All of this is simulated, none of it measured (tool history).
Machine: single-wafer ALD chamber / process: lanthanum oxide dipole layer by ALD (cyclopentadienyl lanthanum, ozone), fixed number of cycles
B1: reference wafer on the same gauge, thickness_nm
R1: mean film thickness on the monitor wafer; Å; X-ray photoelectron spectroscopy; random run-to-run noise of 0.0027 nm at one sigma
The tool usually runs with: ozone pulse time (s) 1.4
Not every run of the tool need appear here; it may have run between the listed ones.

Run 1, hour 0: usual settings; B1 0.472. Result: R1 5.56 Å.
Run 2, hour 42.5: usual settings but ozone pulse time (s) 1.71; B1 0.473. Result: R1 5.72 Å.
Run 3, hour 70.6: usual settings but ozone pulse time (s) 1.71; B1 0.472. Result: R1 5.73 Å.
Run 4, hour 101: usual settings but ozone pulse time (s) 1.19; B1 0.472. Result: R1 5.3 Å.
Run 5, hour 144.6: usual settings but ozone pulse time (s) 1.19; B1 0.472. Result: R1 5.28 Å.
Run 6, hour 183.8: usual settings; B1 0.472. Result: R1 5.49 Å.
Run 7, hour 208.6: usual settings; B1 0.471. Result: R1 5.44 Å.
Run 8, hour 235.1: usual settings but ozone pulse time (s) 0.9; B1 0.472. Result: R1 4.78 Å.
Run 9, hour 286.3: usual settings but ozone pulse time (s) 1.11; B1 0.472. Result: R1 5.15 Å.
Run 10, hour 313.2: usual settings but ozone pulse time (s) 1.73; B1 0.471. Result: R1 5.67 Å.
At hour 332.8: gauge calibrated.
At hour 335: thermocouple changed; heater temperature recalibrated.
Run 11, hour 340.2: usual settings; B1 0.472. Result: R1 5.47 Å.
At hour 370.3: ozone generator serviced.
Run 12, hour 405.1: usual settings but ozone pulse time (s) 0.99; B1 0.471. Result: R1 5.18 Å.
At hour 449.4: showerhead replaced.
Run 13, hour 466.4: usual settings but ozone pulse time (s) 1.65; B1 0.472. Result: R1 5.71 Å.
Run 14, hour 522.6: usual settings but ozone pulse time (s) 1.62; B1 0.472. Result: R1 5.73 Å.
Run 15, hour 580.3: usual settings but ozone pulse time (s) 1.17; B1 0.472. Result: R1 5.23 Å.

Measured result minus the same run's result without the hidden state. Both carry the same run-to-run variation, though not necessarily the same gauge scatter:
Unlogged tool condition in this case: wafer temperature above the value expected at the setpoint (K); ozone dose above that of a generator just serviced (%); gauge reads high (%).
run     R1
  1  -0.12
  2   -0.1
  3   -0.1
  4  -0.19
  5   -0.2
  6  -0.17
  7  -0.17
  8  -0.27
  9  -0.23
 10  -0.12
 11  -0.18
 12  -0.09
 13  -0.07
 14  -0.09
 15  -0.18
